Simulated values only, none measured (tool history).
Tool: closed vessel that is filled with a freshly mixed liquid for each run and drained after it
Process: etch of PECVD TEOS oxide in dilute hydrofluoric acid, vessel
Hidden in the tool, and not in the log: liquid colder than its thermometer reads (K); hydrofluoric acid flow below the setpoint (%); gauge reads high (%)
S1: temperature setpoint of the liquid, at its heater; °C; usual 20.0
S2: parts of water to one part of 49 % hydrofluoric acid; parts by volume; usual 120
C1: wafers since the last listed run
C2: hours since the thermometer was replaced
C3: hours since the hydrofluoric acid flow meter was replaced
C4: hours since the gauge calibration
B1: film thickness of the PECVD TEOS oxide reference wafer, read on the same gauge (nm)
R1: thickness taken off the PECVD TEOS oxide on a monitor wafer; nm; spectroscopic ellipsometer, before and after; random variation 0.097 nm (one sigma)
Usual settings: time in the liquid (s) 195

Run 1, hour 0.0: usual settings; C1 0; C2 760.8; C3 1299.0; C4 1107.8; B1 110.01. Result: R1 19.55 nm.
Run 2, hour 106.8: usual settings; C1 7989; C2 867.6; C3 1405.8; C4 1214.6; B1 110.00. Result: R1 19.68 nm.
Run 3, hour 213.1: usual settings; C1 7952; C2 973.9; C3 1512.1; C4 1320.9; B1 110.02. Result: R1 19.43 nm.
Run 4, hour 286.4: usual settings; C1 5483; C2 1047.2; C3 1585.4; C4 1394.2; B1 109.99. Result: R1 19.44 nm.
Run 5, hour 434.1: usual settings; C1 11049; C2 1194.9; C3 1733.1; C4 1541.9; B1 110.03. Result: R1 19.47 nm.
Run 6, hour 481.1: usual settings but S1 17.0 °C; C1 3516; C2 1241.9; C3 1780.1; C4 1588.9; B1 110.02. Result: R1 17.17 nm.
At hour 615.5: gauge calibrated.
Run 7, hour 802.7: usual settings; C1 24058; C2 1563.5; C3 2101.7; C4 187.2; B1 110.01. Result: R1 19.27 nm.
Run 8, hour 893.5: usual settings; C1 6792; C2 1654.3; C3 2192.5; C4 278.0; B1 109.98. Result: R1 19.27 nm.
Run 9, hour 973.5: usual settings; C1 5984; C2 1734.3; C3 2272.5; C4 358.0; B1 110.01. Result: R1 19.27 nm.
Run 10, hour 1046.0: usual settings but time in the liquid (s) 110; C1 5423; C2 1806.8; C3 2345.0; C4 430.5; B1 110.00. Result: R1 10.75 nm.
Run 11, hour 1085.2: usual settings; C1 2932; C2 1846.0; C3 2384.2; C4 469.7; B1 110.01. Result: R1 19.26 nm.
Run 12, hour 1134.6: usual settings; C1 3695; C2 1895.4; C3 2433.6; C4 519.1; B1 110.02. Result: R1 19.13 nm.
Run 13, hour 1231.0: usual settings but S1 25.0 °C; C1 7211; C2 1991.8; C3 2530.0; C4 615.5; B1 110.02. Result: R1 23.23 nm.
At hour 1272.3: hydrofluoric acid flow meter replaced.
Run 14, hour 1273.3: usual settings but S1 22.5 °C, S2 95 parts by volume; C1 3089; C2 2034.1; C3 1.0; C4 657.8; B1 110.00. Result: R1 29.17 nm.
Run 15, hour 1313.4: usual settings; C1 2999; C2 2074.2; C3 41.1; C4 697.9; B1 109.99. Result: R1 20.13 nm.
At hour 1317.8: thermometer replaced.
Run 16, hour 1398.3: usual settings but S1 17.0 °C, S2 65 parts by volume, time in the liquid (s) 140; C1 6276; C2 80.5; C3 126.0; C4 782.8; B1 109.98. Result: R1 25.07 nm.
Run 17, hour 1463.3: usual settings; C1 4862; C2 145.5; C3 191.0; C4 847.8; B1 110.01. Result: R1 20.10 nm.
Run 18, hour 1503.5: usual settings; C1 3007; C2 185.7; C3 231.2; C4 888.0; B1 110.01. Result: R1 20.00 nm.
Run 19, hour 1542.3: usual settings but S1 22.0 °C, S2 100 parts by volume, time in the liquid (s) 230; C1 2902; C2 224.5; C3 270.0; C4 926.8; B1 109.98. Result: R1 31.50 nm.
Run 20, hour 1628.5: usual settings but S2 75 parts by volume, time in the liquid (s) 275; C1 6448; C2 310.7; C3 356.2; C4 1013.0; B1 110.01. Result: R1 47.50 nm.
Run 21, hour 1721.1: usual settings but S1 17.0 °C, S2 80 parts by volume, time in the liquid (s) 150; C1 6927; C2 403.3; C3 448.8; C4 1105.6; B1 110.00. Result: R1 21.26 nm.
Run 22, hour 1803.5: usual settings but S2 160 parts by volume; C1 6164; C2 485.7; C3 531.2; C4 1188.0; B1 110.02. Result: R1 14.33 nm.
Run 23, hour 1842.4: usual settings but S1 22.0 °C, S2 140 parts by volume, time in the liquid (s) 240; C1 2910; C2 524.6; C3 570.1; C4 1226.9; B1 110.02. Result: R1 22.45 nm.
Run 24, hour 1885.1: usual settings but time in the liquid (s) 310; C1 3194; C2 567.3; C3 612.8; C4 1269.6; B1 109.99. Result: R1 31.57 nm.

The tool's hidden state at each run:
liquid colder than its thermometer reads (K): 0 in every run
gauge reads high (%): 0 in every run
H1: hydrofluoric acid flow below the setpoint (%)
run     H1
  1   2.61
  2    2.8
  3   2.99
  4   3.12
  5   3.38
  6   3.46
  7   4.04
  8    4.2
  9   4.34
 10   4.47
 11   4.54
 12   4.63
 13    4.8
 14  0.093
 15  0.165
 16  0.316
 17  0.432
 18  0.504
 19  0.573
 20  0.727
 21  0.892
 22   1.04
 23   1.11
 24   1.18

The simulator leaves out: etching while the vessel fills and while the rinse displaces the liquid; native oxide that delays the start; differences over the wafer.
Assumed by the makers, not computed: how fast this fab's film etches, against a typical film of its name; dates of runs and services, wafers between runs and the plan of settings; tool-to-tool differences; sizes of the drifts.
